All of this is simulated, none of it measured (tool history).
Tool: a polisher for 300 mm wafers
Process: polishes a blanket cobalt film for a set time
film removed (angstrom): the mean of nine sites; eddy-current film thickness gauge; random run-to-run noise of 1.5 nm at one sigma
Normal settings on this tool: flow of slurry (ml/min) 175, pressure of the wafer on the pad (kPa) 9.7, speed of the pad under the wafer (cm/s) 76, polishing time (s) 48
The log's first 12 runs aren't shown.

run	hour	flow of slurry (ml/min)	pressure of the wafer on the pad (kPa)	speed of the pad under the wafer (cm/s)	polishing time (s)	incoming thickness of the incoming film, nm	film removed (angstrom)
# hour 904.1: head pressure recalibrated
13	973.4	175	7.6	76	41	1350.4	729
14	1040.6	175	9.7	76	48	1302.7	1064
15	1142.4	175	9.7	68	59	1327.4	1172
16	1184.6	230	9.7	88	35	1334.3	903
17	1235.4	130	12.4	94	48	1329.3	1615
18	1289.6	175	9.7	88	48	1320.2	1217
# hour 1313.7: slurry nozzle cleaned
19	1346.2	120	9.7	76	48	1349.1	1007
20	1432.5	175	6.9	76	48	1302.3	755
# hour 1495.3: worn pad replaced by a new one
21	1516.3	175	9.7	76	48	1317.6	1066
22	1576.6	175	11.7	76	48	1332.3	1299
23	1683.6	175	11.0	76	48	1308.2	1215
24	1785.7	195	11.7	64	60	1330.8	1333
# hour 1817.5: head pressure recalibrated
25	1887.2	175	9.7	76	48	1303.6	1081
# hour 1982.6: slurry nozzle cleaned
26	1988.8	175	9.7	76	48	1352.1	1043
27	2202.3	200	9.7	76	48	1321.7	1090
# hour 2256.5: worn pad replaced by a new one
28	2309.9	175	11.7	76	64	1343.0	1698
29	2409.0	175	9.7	76	48	1341.4	1033
30	2515.6	175	9.7	50	62	1324.5	920
31	2581.7	175	9.7	76	48	1337.6	1046
32	2624.9	175	6.2	76	61	1357.2	853
33	2677.5	210	9.7	90	48	1317.8	1256
# hour 2725.4: head pressure recalibrated
34	2782.1	175	6.2	76	48	1323.0	690
35	2845.6	175	9.7	96	48	1341.8	1348
# hour 2852.2: slurry nozzle cleaned
36	2883.7	200	10.3	76	48	1351.6	1155
37	2976.7	175	9.7	76	37	1334.4	796

4 ways to go on from here, each from the tool as it stands after run 37. What would each give?
A	2977.1	175	9.7	90	48	1334.6	?
B	2977.1	175	9.7	76	56	1334.6	?
C	2977.1	135	9.7	76	37	1334.6	?
D	2977.1	210	13.1	56	39	1334.6	?

run	film removed (angstrom)
A	1248
B	1230
C	782
D	876
Had the tool no hidden state, the same runs would have come out as:
run	film removed (angstrom)
A	1248
B	1230
C	782
D	876

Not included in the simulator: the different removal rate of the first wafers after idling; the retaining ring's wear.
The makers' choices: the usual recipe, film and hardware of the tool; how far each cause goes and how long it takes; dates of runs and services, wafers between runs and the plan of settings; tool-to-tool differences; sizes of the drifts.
